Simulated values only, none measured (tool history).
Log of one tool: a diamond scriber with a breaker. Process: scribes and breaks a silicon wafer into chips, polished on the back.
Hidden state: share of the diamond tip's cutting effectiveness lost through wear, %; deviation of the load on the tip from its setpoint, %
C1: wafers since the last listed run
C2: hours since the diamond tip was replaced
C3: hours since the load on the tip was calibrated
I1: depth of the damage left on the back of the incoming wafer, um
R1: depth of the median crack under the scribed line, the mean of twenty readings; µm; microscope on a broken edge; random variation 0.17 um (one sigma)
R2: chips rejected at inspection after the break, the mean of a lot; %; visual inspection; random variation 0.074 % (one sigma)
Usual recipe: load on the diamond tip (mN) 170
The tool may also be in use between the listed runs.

Run 1, day 0: usual settings but load on the diamond tip (mN) 205; C1 0; C2 719; C3 396.2; I1 0.04. Result: R1 14.84 µm, R2 2.53 %.
Run 2, day 0.338: usual settings but load on the diamond tip (mN) 205; C1 16; C2 727.1; C3 404.3; I1 0.01. Result: R1 14.84 µm, R2 2.8 %.
Run 3, day 0.767: usual settings but load on the diamond tip (mN) 139; C1 21; C2 737.4; C3 414.6; I1 0.04. Result: R1 12.39 µm, R2 2.23 %.
Run 4, day 1.233: usual settings but load on the diamond tip (mN) 139; C1 23; C2 748.6; C3 425.8; I1 0.04. Result: R1 12.78 µm, R2 2.55 %.
Run 5, day 1.538: usual settings but load on the diamond tip (mN) 139; C1 15; C2 755.9; C3 433.1; I1 0.04. Result: R1 12.33 µm, R2 2.34 %.
Run 6, day 1.842: usual settings but load on the diamond tip (mN) 147; C1 15; C2 763.2; C3 440.4; I1 0.03. Result: R1 12.83 µm, R2 1.77 %.
Run 7, day 2.588: usual settings but load on the diamond tip (mN) 147; C1 37; C2 781.1; C3 458.3; I1 0.02. Result: R1 12.79 µm, R2 1.87 %.
Run 8, day 3.338: usual settings; C1 37; C2 799.1; C3 476.3; I1 0.04. Result: R1 13.7 µm, R2 1.08 %.
Run 9, day 3.742: usual settings; C1 20; C2 808.8; C3 486; I1 0.05. Result: R1 13.41 µm, R2 1.01 %.
Run 10, day 4.408: usual settings; C1 33; C2 824.8; C3 502; I1 0.04. Result: R1 13.51 µm, R2 1.08 %.
Run 11, day 4.783: usual settings but load on the diamond tip (mN) 192; C1 18; C2 833.8; C3 511; I1 0.01. Result: R1 14.4 µm, R2 1.49 %.
Run 12, day 5.25: usual settings but load on the diamond tip (mN) 192; C1 23; C2 845; C3 522.2; I1 0.02. Result: R1 14.11 µm, R2 1.59 %.
Run 13, day 5.996: usual settings but load on the diamond tip (mN) 192; C1 37; C2 862.9; C3 540.1; I1 0.05. Result: R1 14.47 µm, R2 1.62 %.
Run 14, day 6.504: usual settings but load on the diamond tip (mN) 195; C1 25; C2 875.1; C3 552.3; I1 0.03. Result: R1 14.7 µm, R2 1.81 %.
Run 15, day 6.883: usual settings but load on the diamond tip (mN) 202; C1 19; C2 884.2; C3 561.4; I1 0.01. Result: R1 14.89 µm, R2 2.15 %.
Run 16, day 7.262: usual settings but load on the diamond tip (mN) 126; C1 19; C2 893.3; C3 570.5; I1 0.01. Result: R1 11.87 µm, R2 4.65 %.
At day 7.696: diamond tip replaced by a new one.
Run 17, day 8.5: usual settings but load on the diamond tip (mN) 189; C1 58; C2 19.3; C3 600.2; I1 0.04. Result: R1 14.43 µm, R2 1.43 %.
Run 18, day 8.846: usual settings but load on the diamond tip (mN) 214; C1 17; C2 27.6; C3 608.5; I1 0.04. Result: R1 15.16 µm, R2 3.5 %.

For run 19, what comes out?
Run 19, day 9.438: usual settings but load on the diamond tip (mN) 217; C1 29; C2 41.8; C3 622.7; I1 0.04. Result: R1 ?, R2 ?.

{"run 19": {"R1": 15.61, "R2": 3.28}}
Without the tool's hidden state the same run would have given R1 15.61 µm, R2 3.28 %.
